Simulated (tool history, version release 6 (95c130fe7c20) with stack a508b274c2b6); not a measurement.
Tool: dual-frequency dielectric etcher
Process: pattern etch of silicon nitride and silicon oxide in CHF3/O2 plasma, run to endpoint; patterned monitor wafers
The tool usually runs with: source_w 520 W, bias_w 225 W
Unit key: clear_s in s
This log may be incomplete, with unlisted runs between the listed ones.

| run | day | source_w | bias_w | wafers since the last listed run | hours since the last wet clean | hours since the last source power generator calibration | hours since the last bias power generator calibration | hours since the last upper electrode change | incoming incoming film thickness, nm | clear_s |
|---|---|---|---|---|---|---|---|---|---|---|
| 1 | 0.000 | 520 | 225 | 0 | 652.2 | 2690.3 | 4252.5 | 4958.6 | 159.1 | 99.2 |
|  | 0.296 | wet clean of the chamber |
| 2 | 3.438 | 580 | 243 | 641 | 75.4 | 2772.8 | 4335.0 | 5041.1 | 158.7 | 97.3 |
| 3 | 5.788 | 580 | 243 | 480 | 131.8 | 2829.2 | 4391.4 | 5097.5 | 158.9 | 95.5 |
| 4 | 10.058 | 580 | 243 | 872 | 234.3 | 2931.7 | 4493.9 | 5200.0 | 158.3 | 95.2 |
| 5 | 13.075 | 520 | 225 | 616 | 306.7 | 3004.1 | 4566.3 | 5272.4 | 159.5 | 101.9 |
|  | 15.275 | upper electrode replaced |
| 6 | 15.296 | 520 | 225 | 249 | 360.0 | 3057.4 | 4619.6 | 0.5 | 157.6 | 101.2 |
| 7 | 16.588 | 520 | 225 | 263 | 391.0 | 3088.4 | 4650.6 | 31.5 | 158.2 | 100.6 |
| 8 | 19.175 | 520 | 225 | 528 | 453.1 | 3150.5 | 4712.7 | 93.6 | 158.2 | 100.6 |
| 9 | 21.883 | 520 | 225 | 553 | 518.1 | 3215.5 | 4777.7 | 158.6 | 159.4 | 100.6 |
|  | 24.333 | wet clean of the chamber |
| 10 | 26.300 | 390 | 225 | 698 | 47.2 | 3321.5 | 4883.7 | 264.6 | 157.4 | 116.3 |
| 11 | 31.421 | 560 | 185 | 1046 | 170.1 | 3444.4 | 5006.6 | 387.5 | 158.6 | 106.3 |
|  | 33.383 | source power generator calibrated |
| 12 | 34.042 | 570 | 178 | 501 | 233.0 | 15.8 | 5069.5 | 450.4 | 156.8 | 103.2 |

Run 13 comes next. What will it give?
|  | 34.462 | bias power generator calibrated |
| 13 | 36.733 | 610 | 258 | 515 | 297.6 | 80.4 | 54.5 | 515.0 | 158.5 | ? |

clear_s: 90.5 s
Minus the tool's unlogged condition, the same run would have read clear_s 92.7 s.

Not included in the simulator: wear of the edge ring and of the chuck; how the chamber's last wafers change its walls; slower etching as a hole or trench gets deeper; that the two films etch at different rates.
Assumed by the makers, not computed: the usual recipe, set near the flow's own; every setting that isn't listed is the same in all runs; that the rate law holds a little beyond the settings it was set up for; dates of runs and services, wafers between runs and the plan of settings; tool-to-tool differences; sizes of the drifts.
